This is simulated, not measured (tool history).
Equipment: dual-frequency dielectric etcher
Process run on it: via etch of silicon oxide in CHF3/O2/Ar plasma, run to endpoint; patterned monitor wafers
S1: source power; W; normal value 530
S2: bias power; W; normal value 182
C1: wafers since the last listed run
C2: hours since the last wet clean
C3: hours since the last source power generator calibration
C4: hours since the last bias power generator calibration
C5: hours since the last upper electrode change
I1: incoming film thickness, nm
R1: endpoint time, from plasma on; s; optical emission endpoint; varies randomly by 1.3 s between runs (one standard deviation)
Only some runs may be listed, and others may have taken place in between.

run    hour   S1   S2   C1     C2      C3      C4      C5     I1     R1
  1       0  530  214    0     74  3309.6  3368.1  4490.2  768.1  387.5
  2    70.4  530  182  370  144.4    3380  3438.5  4560.6    768  413.5
  3     101  530  182  160    175  3410.6  3469.1  4591.2  765.1  410.3
  4     156  530  182  289    230  3465.6  3524.1  4646.2  769.8  413.8
  5   209.7  530  161  282  283.7  3519.3  3577.8  4699.9  772.1  433.2
  6   255.8  530  161  242  329.8  3565.4  3623.9    4746  779.1  436.9
  7   280.6  530  161  130  354.6  3590.2  3648.7  4770.8  776.7  437.2
  8   345.3  530  182  340  419.3  3654.9  3713.4  4835.5  772.9  414.3
      376.9  -- bias power generator calibrated
  9   386.1  530  182  193  460.1  3695.7     9.2  4876.3  779.6    414
 10   452.8  530  182  350  526.8  3762.4    75.9    4943  769.5  407.8
      557.7  -- wet clean of the chamber
      578.4  -- upper electrode replaced
 11   578.9  400  182  428   21.2  3888.5     202     0.5    768  456.3
 12   608.9  570  208  157   51.2  3918.5     232    30.5    777    390
 13   658.3  530  182  259  100.6  3967.9   281.4    79.9  770.9  417.1
 14   717.3  530  182  310  159.6  4026.9   340.4   138.9  769.8  416.1
 15   761.6  630  228  232  203.9  4071.2   384.7   183.2  773.9  360.7
      857.3  -- source power generator calibrated
 16   927.3  530  182  850  369.6      70   550.4   348.9  773.9  415.4
 17   993.6  450  197  348  435.9   136.3   616.7   415.2  777.4  425.1
 18  1018.4  640  182  130  460.7   161.1   641.5     440  771.9  385.3
 19  1065.2  650  153  246  507.5   207.9   688.3   486.8    775  413.9
     1090.8  -- wet clean of the chamber
 20  1110.1  530  160  109   19.3   252.8   733.2   531.7  774.3  442.1

4 ways to go on from here, each from the tool as it stands after run 20. What would each give?
  A  1110.6  530  155   2  19.8  253.3  733.7  532.2  775.7   ?
  B  1110.6  410  197   2  19.8  253.3  733.7  532.2  775.7   ?
  C  1110.6  530  223   2  19.8  253.3  733.7  532.2  775.7   ?
  D  1110.6  410  221   2  19.8  253.3  733.7  532.2  775.7   ?

run     R1
  A  447.7
  B  442.5
  C  386.6
  D  422.1
The same runs, with their run-to-run variation unchanged, on a tool lacking any hidden condition would have given:
run     R1
  A    447
  B  441.8
  C    386
  D  421.4
